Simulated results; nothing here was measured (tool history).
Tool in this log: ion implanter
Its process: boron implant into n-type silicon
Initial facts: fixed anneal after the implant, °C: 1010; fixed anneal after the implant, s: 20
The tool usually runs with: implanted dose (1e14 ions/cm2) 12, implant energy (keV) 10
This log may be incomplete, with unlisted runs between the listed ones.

run	hour	implanted dose (1e14 ions/cm2)	implant energy (keV)	wafers since the last listed run	hours since the last dose calibration	hours since the extraction supply was calibrated	hours since the gauge calibration	read-back reference wafer on the same gauge, sheet resistance	sheet resistance of the implanted and annealed layer (ohm/square)
1	0	12	10	0	1051.2	4924.9	364.1	114.05	123.92
2	56.9	12	11	1093	1108.1	4981.8	421	114.03	121.57
3	125.4	12	10	1316	1176.6	5050.3	489.5	113.96	124.51
4	177.7	12	8.5	1005	1228.9	5102.6	541.8	114.09	130.55
5	229.5	12	8.5	995	1280.7	5154.4	593.6	113.97	130.4
6	269.5	12	8.5	768	1320.7	5194.4	633.6	113.93	130.38
7	295.7	14	12	503	1346.9	5220.6	659.8	113.98	109.1
# hour 338: extraction supply calibrated
8	338.5	9.23	10	668	1389.7	0.5	702.6	113.98	147.91
# hour 346.2: gauge calibrated
9	373	12	13	663	1424.2	35	26.8	113.93	117.57
10	441	10.47	12	1306	1492.2	103	94.8	113.92	131.61
# hour 479.1: Faraday cup replaced and dose calibrated
11	512.8	12	13	1226	33.7	174.8	166.6	114.01	110.54
12	557.3	13.15	8	855	78.2	219.3	211.1	113.99	123.36
# hour 628.3: Faraday cup replaced and dose calibrated, repeated, since the last time left the tool worse
13	628.8	12	10	1220	0.5	290.8	282.6	113.98	122.62
14	685.9	9.17	10	1097	57.6	347.9	339.7	113.99	145.46

Branching from run 14: 5 alternative next runs. What would each branch give?
A	686.3	12	10	7	58	348.3	340.1	?	?
B	686.3	14.87	9	7	58	348.3	340.1	?	?
C	686.3	12	7.5	7	58	348.3	340.1	?	?
D	686.3	14.1	10	7	58	348.3	340.1	?	?
E	686.3	12	12	7	58	348.3	340.1	?	?

run	read-back reference wafer on the same gauge, sheet resistance	sheet resistance of the implanted and annealed layer (ohm/square)
A	113.95	122.27
B	113.95	115.24
C	113.95	133.54
D	113.95	113.16
E	113.95	116.57
Take away the tool's hidden state, keep each run's random variation, and the runs would have read:
run	sheet resistance of the implanted and annealed layer (ohm/square)
A	122.18
B	115.19
C	133.46
D	113.09
E	116.47
